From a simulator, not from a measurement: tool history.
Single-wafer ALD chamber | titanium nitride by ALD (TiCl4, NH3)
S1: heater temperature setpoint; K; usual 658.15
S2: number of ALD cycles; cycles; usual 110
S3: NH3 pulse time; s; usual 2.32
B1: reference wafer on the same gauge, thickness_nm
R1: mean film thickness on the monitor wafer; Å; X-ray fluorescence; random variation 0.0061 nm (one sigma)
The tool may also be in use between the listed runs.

run,day,S1,S2,S3,B1,R1
1,0,658.15,118,2.93,2.289,26.9
2,0.7,658.15,118,2.93,2.29,26.71
3,1.333,658.15,110,2.32,2.294,24.68
4,1.671,658.15,110,2.32,2.292,24.59
5,2.162,658.15,110,2.32,2.292,24.69
6,2.654,658.15,110,2.32,2.296,24.71
7,3.183,658.15,110,2.32,2.295,24.74
8,3.625,658.15,110,2.32,2.296,24.78
9,4.208,658.15,110,2.32,2.297,24.64
# day 4.85: showerhead replaced
10,4.871,658.15,110,2.32,2.298,24.75
11,5.254,658.15,110,2.32,2.297,24.78
12,5.517,658.15,110,2.09,2.3,24.68
13,5.992,658.15,110,2.09,2.3,24.64
14,6.583,658.15,110,2.32,2.302,24.85
15,6.954,658.15,110,2.32,2.3,24.82
16,7.475,652.15,96,2.32,2.301,21.59
17,7.808,658.15,110,3.15,2.302,25.23
18,8.554,658.15,110,2.32,2.306,24.96
19,9.254,644.15,118,1.85,2.305,25.72
20,9.967,664.15,127,1.87,2.304,28.48
21,10.358,658.15,110,2.54,2.304,24.99
22,10.629,662.15,117,3.11,2.306,26.83
23,11.012,649.15,127,2.81,2.304,28.91
# day 12.2: thermocouple changed; heater temperature recalibrated
24,13.229,646.15,125,1.59,2.304,27.01
25,13.675,658.15,110,2.32,2.307,24.87
# day 13.921: gauge calibrated
26,13.954,658.15,110,2.93,2.259,24.61
27,15.846,643.15,121,3.06,2.269,26.84
28,16.367,669.15,110,1.52,2.273,24.19
29,16.954,647.15,130,3.08,2.275,29.05
30,17.575,658.15,123,1.97,2.277,27.23
31,18.046,672.15,93,1.69,2.279,20.68
32,18.442,648.15,110,1.78,2.279,23.86
33,19.042,644.15,125,1.76,2.282,26.82
34,19.696,648.15,98,2.32,2.285,21.65
35,20.338,658.15,110,2.32,2.284,24.62
36,20.633,672.15,93,1.69,2.286,20.8
37,20.938,648.15,103,2.32,2.288,22.89
38,21.521,664.15,110,2.83,2.288,25.13
39,21.862,645.15,93,2.32,2.288,20.54
40,22.179,658.15,110,2.32,2.29,24.61

4 ways to go on from here, each from the tool as it stands after run 40. What would each give?
A,22.208,658.15,116,2.32,?,?
B,22.208,658.15,110,1.83,?,?
C,22.208,658.15,94,3.11,?,?
D,22.208,644.15,100,2.57,?,?

run,B1,R1
A,2.289,26.02
B,2.289,24.35
C,2.289,21.38
D,2.289,22.19
Without the tool's hidden state the same runs would have given:
run,R1
A,25.68
B,24.02
C,21.1
D,21.89

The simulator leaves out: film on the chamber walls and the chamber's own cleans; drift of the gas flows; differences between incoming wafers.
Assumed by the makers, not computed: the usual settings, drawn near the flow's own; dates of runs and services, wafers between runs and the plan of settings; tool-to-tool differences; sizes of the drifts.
